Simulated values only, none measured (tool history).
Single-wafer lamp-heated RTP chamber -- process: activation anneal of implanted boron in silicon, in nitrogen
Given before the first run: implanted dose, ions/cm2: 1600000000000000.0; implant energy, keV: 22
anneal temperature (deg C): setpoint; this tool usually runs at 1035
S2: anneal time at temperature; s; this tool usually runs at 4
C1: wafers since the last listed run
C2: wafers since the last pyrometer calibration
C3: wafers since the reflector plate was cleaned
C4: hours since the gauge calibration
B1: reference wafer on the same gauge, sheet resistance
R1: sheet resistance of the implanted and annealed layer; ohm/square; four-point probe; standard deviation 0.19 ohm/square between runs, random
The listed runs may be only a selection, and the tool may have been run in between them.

run 1 hour=0 | anneal_temperature_(deg_C)=1035 S2=4 | C1=0 C2=6698 C3=5935 C4=221.5 | B1=67.8 | R1=73.42
-- hour=8.7 pyrometer window cleaned and pyrometer calibrated
run 2 hour=25.9 | anneal_temperature_(deg_C)=1035 S2=4 | C1=203 C2=196 C3=6138 C4=247.4 | B1=67.84 | R1=74.15
run 3 hour=50.4 | anneal_temperature_(deg_C)=1035 S2=4 | C1=278 C2=474 C3=6417 C4=271.9 | B1=67.73 | R1=73.91
run 4 hour=66.8 | anneal_temperature_(deg_C)=1035 S2=4 | C1=186 C2=661 C3=6603 C4=288.3 | B1=67.8 | R1=73.71
run 5 hour=83.4 | anneal_temperature_(deg_C)=1019 S2=3 | C1=188 C2=850 C3=6792 C4=304.9 | B1=67.85 | R1=77.14
run 6 hour=117.7 | anneal_temperature_(deg_C)=1019 S2=3 | C1=390 C2=1240 C3=7183 C4=339.2 | B1=67.75 | R1=77.6
run 7 hour=149.5 | anneal_temperature_(deg_C)=1019 S2=3 | C1=361 C2=1602 C3=7544 C4=371 | B1=67.77 | R1=76.9
run 8 hour=238.4 | anneal_temperature_(deg_C)=1018 S2=4 | C1=1011 C2=2613 C3=8556 C4=459.9 | B1=67.83 | R1=76.39
run 9 hour=252.6 | anneal_temperature_(deg_C)=1018 S2=4 | C1=161 C2=2775 C3=8717 C4=474.1 | B1=67.85 | R1=76.55
run 10 hour=264.7 | anneal_temperature_(deg_C)=1018 S2=4 | C1=137 C2=2912 C3=8855 C4=486.2 | B1=67.77 | R1=76.16
run 11 hour=290.8 | anneal_temperature_(deg_C)=1035 S2=3 | C1=296 C2=3209 C3=9152 C4=512.3 | B1=67.78 | R1=74
run 12 hour=324.2 | anneal_temperature_(deg_C)=1035 S2=5 | C1=379 C2=3589 C3=9532 C4=545.7 | B1=67.83 | R1=72.73
run 13 hour=396 | anneal_temperature_(deg_C)=1057 S2=4 | C1=816 C2=4406 C3=10349 C4=617.5 | B1=67.85 | R1=71.22
-- hour=425.4 gauge calibrated
run 14 hour=428.8 | anneal_temperature_(deg_C)=1035 S2=4 | C1=373 C2=4779 C3=10722 C4=3.4 | B1=67.82 | R1=73.08
-- hour=438 reflector plate cleaned
run 15 hour=447.5 | anneal_temperature_(deg_C)=1035 S2=4 | C1=121 C2=4901 C3=108 C4=22.1 | B1=67.74 | R1=73.81
run 16 hour=482.4 | anneal_temperature_(deg_C)=1035 S2=6 | C1=397 C2=5298 C3=505 C4=57 | B1=67.82 | R1=73.33
run 17 hour=512.8 | anneal_temperature_(deg_C)=1035 S2=3 | C1=345 C2=5644 C3=851 C4=87.4 | B1=67.73 | R1=74.21
run 18 hour=539.4 | anneal_temperature_(deg_C)=1009 S2=5 | C1=302 C2=5947 C3=1154 C4=114 | B1=67.81 | R1=77.97
run 19 hour=569.1 | anneal_temperature_(deg_C)=1064 S2=5 | C1=337 C2=6284 C3=1491 C4=143.7 | B1=67.82 | R1=70.62
run 20 hour=601.7 | anneal_temperature_(deg_C)=1035 S2=4 | C1=370 C2=6655 C3=1862 C4=176.3 | B1=67.8 | R1=73.67
-- hour=633 pyrometer window cleaned and pyrometer calibrated
run 21 hour=633.4 | anneal_temperature_(deg_C)=1018 S2=4 | C1=269 C2=4 C3=2132 C4=208 | B1=67.79 | R1=77.22
run 22 hour=646.4 | anneal_temperature_(deg_C)=1044 S2=6 | C1=147 C2=152 C3=2280 C4=221 | B1=67.82 | R1=72.58
run 23 hour=716.7 | anneal_temperature_(deg_C)=1057 S2=3 | C1=799 C2=952 C3=3080 C4=291.3 | B1=67.76 | R1=72.09
run 24 hour=740.9 | anneal_temperature_(deg_C)=1047 S2=3 | C1=275 C2=1227 C3=3355 C4=315.5 | B1=67.85 | R1=73.31
run 25 hour=758 | anneal_temperature_(deg_C)=1019 S2=3 | C1=194 C2=1422 C3=3549 C4=332.6 | B1=67.82 | R1=77.35
run 26 hour=789.1 | anneal_temperature_(deg_C)=1006 S2=3 | C1=353 C2=1776 C3=3903 C4=363.7 | B1=67.79 | R1=80.72
run 27 hour=822.3 | anneal_temperature_(deg_C)=1052 S2=3 | C1=377 C2=2153 C3=4281 C4=396.9 | B1=67.76 | R1=72.37
run 28 hour=846.1 | anneal_temperature_(deg_C)=1047 S2=6 | C1=270 C2=2424 C3=4552 C4=420.7 | B1=67.76 | R1=72.08
run 29 hour=877.6 | anneal_temperature_(deg_C)=1060 S2=4 | C1=358 C2=2783 C3=4910 C4=452.2 | B1=67.86 | R1=71.47
run 30 hour=904.5 | anneal_temperature_(deg_C)=1021 S2=4 | C1=306 C2=3089 C3=5216 C4=479.1 | B1=67.78 | R1=75.94
run 31 hour=938.5 | anneal_temperature_(deg_C)=1058 S2=3 | C1=386 C2=3475 C3=5603 C4=513.1 | B1=67.77 | R1=71.82

Each row is a separate what-if for the run after 31, all from the same tool condition, not one after another. Results?
run A hour=938.9 | anneal_temperature_(deg_C)=1035 S2=4 | C1=4 C2=3480 C3=5608 C4=513.5 | B1=? | R1=?
run B hour=938.9 | anneal_temperature_(deg_C)=1024 S2=6 | C1=4 C2=3480 C3=5608 C4=513.5 | B1=? | R1=?
run C hour=938.9 | anneal_temperature_(deg_C)=1048 S2=3 | C1=4 C2=3480 C3=5608 C4=513.5 | B1=? | R1=?

run=A B1=67.83 R1=73.74
run=B B1=67.83 R1=74.67
run=C B1=67.83 R1=72.66
Take away the tool's hidden state, keep each run's random variation, and the runs would have read:
run=A R1=74.32
run=B R1=75.4
run=C R1=73.1
